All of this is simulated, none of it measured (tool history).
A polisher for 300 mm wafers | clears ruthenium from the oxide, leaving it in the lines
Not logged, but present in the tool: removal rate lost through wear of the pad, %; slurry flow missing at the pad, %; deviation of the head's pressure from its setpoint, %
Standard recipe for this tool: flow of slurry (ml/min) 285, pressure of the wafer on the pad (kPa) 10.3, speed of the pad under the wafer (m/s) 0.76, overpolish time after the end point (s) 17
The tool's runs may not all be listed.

| run | hour | flow of slurry (ml/min) | pressure of the wafer on the pad (kPa) | speed of the pad under the wafer (m/s) | overpolish time after the end point (s) | wafers since the last listed run | wafers polished on this pad | hours since the slurry nozzle was cleaned | hours since the head pressure was calibrated | incoming thickness of the incoming film, nm | time until the end point was called (s) |
|---|---|---|---|---|---|---|---|---|---|---|---|
| 1 | 0 | 285 | 10.3 | 0.76 | 17 | 0 | 4610 | 634.9 | 340.1 | 49.7 | 74 |
|  | 24.3 | worn pad replaced by a new one |
| 2 | 80.8 | 250 | 10.3 | 0.76 | 17 | 733 | 539 | 715.7 | 420.9 | 50.3 | 74.7 |
|  | 135.3 | slurry nozzle cleaned |
| 3 | 150 | 250 | 10.3 | 0.76 | 17 | 651 | 1191 | 14.7 | 490.1 | 49.9 | 73.2 |
| 4 | 250.4 | 250 | 10.3 | 0.76 | 17 | 958 | 2149 | 115.1 | 590.5 | 49.7 | 74.2 |
|  | 286.6 | head pressure recalibrated |
| 5 | 323.3 | 285 | 10.3 | 0.76 | 17 | 677 | 2826 | 188 | 36.7 | 49.7 | 74 |
|  | 459.1 | worn pad replaced by a new one |
| 6 | 561.5 | 285 | 10.3 | 0.84 | 11 | 2236 | 977 | 426.2 | 274.9 | 50.4 | 66.9 |
| 7 | 647.1 | 285 | 10.3 | 0.84 | 11 | 817 | 1794 | 511.8 | 360.5 | 49.2 | 67 |
| 8 | 691.5 | 285 | 10.3 | 0.84 | 11 | 424 | 2218 | 556.2 | 404.9 | 49 | 65.3 |
| 9 | 732.5 | 285 | 8.3 | 0.76 | 17 | 391 | 2610 | 597.2 | 445.9 | 50.3 | 92.6 |
|  | 772.1 | slurry nozzle cleaned |
|  | 860.3 | head pressure recalibrated |
|  | 916.1 | worn pad replaced by a new one |
| 10 | 995.4 | 285 | 10.3 | 0.76 | 17 | 2443 | 757 | 223.3 | 135.1 | 49.7 | 73.2 |
| 11 | 1099.8 | 285 | 10.3 | 0.76 | 17 | 996 | 1754 | 327.7 | 239.5 | 49.1 | 73.7 |
| 12 | 1325.7 | 285 | 10.3 | 0.76 | 17 | 2157 | 3911 | 553.6 | 465.4 | 50.9 | 74.3 |
|  | 1336.1 | worn pad replaced by a new one |
|  | 1440.6 | head pressure recalibrated |
|  | 1530.1 | slurry nozzle cleaned |
| 13 | 1645 | 285 | 12.4 | 0.52 | 13 | 2982 | 2921 | 114.9 | 204.4 | 50.1 | 82.1 |
| 14 | 1714.9 | 285 | 10.3 | 0.76 | 17 | 667 | 3588 | 184.8 | 274.3 | 50.4 | 73.6 |
| 15 | 1819 | 215 | 10.3 | 0.76 | 17 | 994 | 4583 | 288.9 | 378.4 | 50.7 | 76.1 |
|  | 1837.5 | worn pad replaced by a new one |
| 16 | 1861.1 | 345 | 7.6 | 0.76 | 17 | 363 | 225 | 331 | 420.5 | 48.9 | 97.2 |
| 17 | 1921.8 | 285 | 10.3 | 0.96 | 17 | 579 | 805 | 391.7 | 481.2 | 49 | 58.5 |
| 18 | 1992.4 | 285 | 10.3 | 0.76 | 17 | 674 | 1479 | 462.3 | 551.8 | 50.2 | 73.4 |
| 19 | 2046.1 | 285 | 10.3 | 0.84 | 11 | 512 | 1992 | 516 | 605.5 | 49.7 | 65.9 |
|  | 2104.3 | head pressure recalibrated |
| 20 | 2110.6 | 285 | 10.3 | 0.76 | 14 | 596 | 2589 | 580.5 | 6.3 | 50.2 | 73.3 |
| 21 | 2192.8 | 370 | 9 | 0.56 | 17 | 784 | 3374 | 662.7 | 88.5 | 49.6 | 104.1 |
|  | 2252.4 | slurry nozzle cleaned |
| 22 | 2260.4 | 285 | 11.7 | 0.76 | 17 | 636 | 4010 | 8 | 156.1 | 50.8 | 67 |
| 23 | 2331.8 | 285 | 10.3 | 0.84 | 17 | 681 | 4691 | 79.4 | 227.5 | 48.9 | 67 |
|  | 2371.8 | worn pad replaced by a new one |
| 24 | 2405.7 | 230 | 11.7 | 0.88 | 17 | 667 | 324 | 153.3 | 301.4 | 49.6 | 58.1 |

Entry by entry between the runs, the difference in hidden state between the last listed run before and the first listed run after:
Logged between run 1 and run 2: worn pad replaced by a new one (hour 24.3)
  the hidden state is the same at both runs
Logged between run 2 and run 3: slurry nozzle cleaned (hour 135.3)
  the hidden state is the same at both runs
Logged between run 4 and run 5: head pressure recalibrated (hour 286.6)
  the hidden state is the same at both runs
Logged between run 5 and run 6: worn pad replaced by a new one (hour 459.1)
  the hidden state is the same at both runs
Logged between run 9 and run 10: slurry nozzle cleaned (hour 772.1); head pressure recalibrated (hour 860.3); worn pad replaced by a new one (hour 916.1)
  the hidden state is the same at both runs
Logged between run 12 and run 13: worn pad replaced by a new one (hour 1336.1); head pressure recalibrated (hour 1440.6); slurry nozzle cleaned (hour 1530.1)
  the hidden state is the same at both runs
Logged between run 15 and run 16: worn pad replaced by a new one (hour 1837.5)
  the hidden state is the same at both runs
Logged between run 19 and run 20: head pressure recalibrated (hour 2104.3)
  the hidden state is the same at both runs
Logged between run 21 and run 22: slurry nozzle cleaned (hour 2252.4)
  the hidden state is the same at both runs
Logged between run 23 and run 24: worn pad replaced by a new one (hour 2371.8)
  the hidden state is the same at both runs
